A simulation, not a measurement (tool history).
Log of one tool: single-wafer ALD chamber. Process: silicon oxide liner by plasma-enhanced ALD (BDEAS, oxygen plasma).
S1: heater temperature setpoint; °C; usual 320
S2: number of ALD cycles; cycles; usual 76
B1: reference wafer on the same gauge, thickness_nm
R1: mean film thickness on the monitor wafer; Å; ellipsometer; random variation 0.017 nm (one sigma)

| run | hour | S1 | S2 | B1 | R1 |
|---|---|---|---|---|---|
| 1 | 0 | 331 | 76 | 6.253 | 64.77 |
| 2 | 101.2 | 331 | 76 | 6.246 | 64.54 |
| 3 | 386.6 | 331 | 76 | 6.23 | 64.27 |
| 4 | 440.6 | 320 | 76 | 6.23 | 65.51 |
| 5 | 495 | 320 | 76 | 6.229 | 65.26 |
| 6 | 587.1 | 320 | 76 | 6.225 | 65.4 |
| 7 | 641 | 320 | 76 | 6.223 | 65.4 |
| 8 | 742.6 | 320 | 76 | 6.221 | 65.09 |
| 9 | 850.4 | 320 | 76 | 6.217 | 65.32 |
|  | 874.3 | thermocouple changed; heater temperature recalibrated |
| 10 | 945.3 | 320 | 76 | 6.214 | 65.28 |
| 11 | 1017.2 | 320 | 69 | 6.213 | 59.09 |
| 12 | 1094.9 | 320 | 76 | 6.21 | 65.35 |
| 13 | 1185.1 | 320 | 76 | 6.212 | 65.3 |
| 14 | 1238.1 | 320 | 76 | 6.209 | 65.3 |
| 15 | 1279 | 320 | 76 | 6.209 | 65.09 |
| 16 | 1327.6 | 320 | 80 | 6.207 | 68.73 |
| 17 | 1398 | 320 | 76 | 6.207 | 65.27 |
| 18 | 1504.8 | 320 | 76 | 6.206 | 65.03 |
|  | 1565.5 | gauge calibrated |
| 19 | 1581.5 | 320 | 76 | 6.413 | 67.39 |
| 20 | 1646.6 | 326 | 66 | 6.392 | 57.81 |
| 21 | 1752.1 | 310 | 68 | 6.37 | 60.52 |
| 22 | 1853.4 | 320 | 76 | 6.352 | 66.71 |
| 23 | 1920.7 | 320 | 76 | 6.343 | 66.58 |
| 24 | 1974.4 | 310 | 80 | 6.334 | 71.12 |
| 25 | 2032.7 | 312 | 76 | 6.326 | 67.11 |
| 26 | 2120.7 | 332 | 80 | 6.319 | 68.83 |
| 27 | 2204.4 | 306 | 83 | 6.305 | 73.72 |
|  | 2258.5 | thermocouple changed; heater temperature recalibrated |
| 28 | 2271.6 | 313 | 69 | 6.3 | 60.69 |
| 29 | 2325 | 320 | 81 | 6.297 | 70.26 |
| 30 | 2401 | 327 | 62 | 6.286 | 53.49 |
| 31 | 2470.6 | 330 | 91 | 6.282 | 77.8 |
| 32 | 2572.4 | 333 | 85 | 6.276 | 72.24 |
| 33 | 2670.5 | 312 | 64 | 6.267 | 55.99 |
| 34 | 2756 | 335 | 81 | 6.262 | 68.93 |
| 35 | 2806 | 320 | 90 | 6.261 | 78.22 |
| 36 | 2875.7 | 325 | 90 | 6.256 | 77.44 |
| 37 | 2914.2 | 320 | 76 | 6.257 | 65.85 |
| 38 | 3015.1 | 320 | 62 | 6.248 | 53.31 |

Forecast each of these 5 alternatives for the next run:
| A | 3015.6 | 320 | 76 | ? | ? |
| B | 3015.6 | 324 | 83 | ? | ? |
| C | 3015.6 | 306 | 76 | ? | ? |
| D | 3015.6 | 324 | 68 | ? | ? |
| E | 3015.6 | 325 | 70 | ? | ? |

| run | B1 | R1 |
|---|---|---|
| A | 6.247 | 65.77 |
| B | 6.247 | 71.47 |
| C | 6.247 | 66.94 |
| D | 6.247 | 58.55 |
| E | 6.247 | 60.2 |
Without the tool's hidden state the same runs would have given:
| run | R1 |
|---|---|
| A | 67.67 |
| B | 73.53 |
| C | 68.87 |
| D | 60.24 |
| E | 61.94 |
